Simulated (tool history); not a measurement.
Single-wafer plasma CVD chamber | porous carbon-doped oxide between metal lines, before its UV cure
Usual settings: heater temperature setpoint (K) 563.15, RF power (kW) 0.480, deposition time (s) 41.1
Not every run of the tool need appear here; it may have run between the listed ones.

run	day	heater temperature setpoint (K)	RF power (kW)	deposition time (s)	read-back reference wafer on the same gauge, thickness_nm	mean film thickness on the monitor wafer (Å)
1	0.000	563.15	0.480	41.1	193.215	2172.42
2	1.067	563.15	0.480	41.1	193.070	2177.68
3	3.762	558.15	0.480	41.1	193.065	2241.53
4	5.808	558.15	0.480	41.1	192.879	2239.44
5	6.904	551.15	0.480	41.1	192.941	2338.65
6	9.162	551.15	0.480	41.1	192.995	2360.35
7	11.783	551.15	0.480	41.1	192.943	2340.51
# day 14.667: gauge calibrated
8	14.717	563.15	0.480	41.1	193.079	2210.74
9	16.992	563.15	0.480	41.1	192.953	2215.36
10	18.433	563.15	0.480	41.1	192.974	2216.93
11	19.650	563.15	0.480	38.5	193.023	2099.71
12	22.583	563.15	0.420	41.1	193.062	1990.30
# day 23.742: RF generator calibrated
# day 24.242: thermocouple changed; heater temperature recalibrated
13	25.129	556.15	0.425	34.1	192.932	1705.26
14	26.183	563.15	0.480	41.1	192.945	2168.31
15	27.188	563.15	0.515	44.4	193.020	2482.09
16	29.300	563.15	0.480	47.6	192.995	2516.14
17	30.467	569.15	0.445	41.1	192.935	1968.14
# day 31.162: showerhead replaced
18	32.571	576.15	0.480	41.1	193.092	2034.37
19	35.179	574.15	0.540	48.2	193.184	2622.39
20	37.092	563.15	0.480	41.1	192.864	2160.55
21	39.108	573.15	0.520	41.1	193.014	2194.48

Alternative continuations, all from the tool just after run 21; predict every row:
A	39.125	563.15	0.480	41.1	?	?
B	39.125	563.15	0.480	47.4	?	?
C	39.125	563.15	0.405	38.3	?	?
D	39.125	567.15	0.535	38.7	?	?
E	39.125	574.15	0.395	46.7	?	?

run	read-back reference wafer on the same gauge, thickness_nm	mean film thickness on the monitor wafer (Å)
A	192.933	2148.42
B	192.933	2469.65
C	192.933	1726.95
D	192.933	2156.12
E	192.933	1933.45
The same runs, with their run-to-run variation unchanged, on a tool lacking any hidden condition would have given:
run	mean film thickness on the monitor wafer (Å)
A	2138.20
B	2457.91
C	1718.74
D	2146.22
E	1924.77
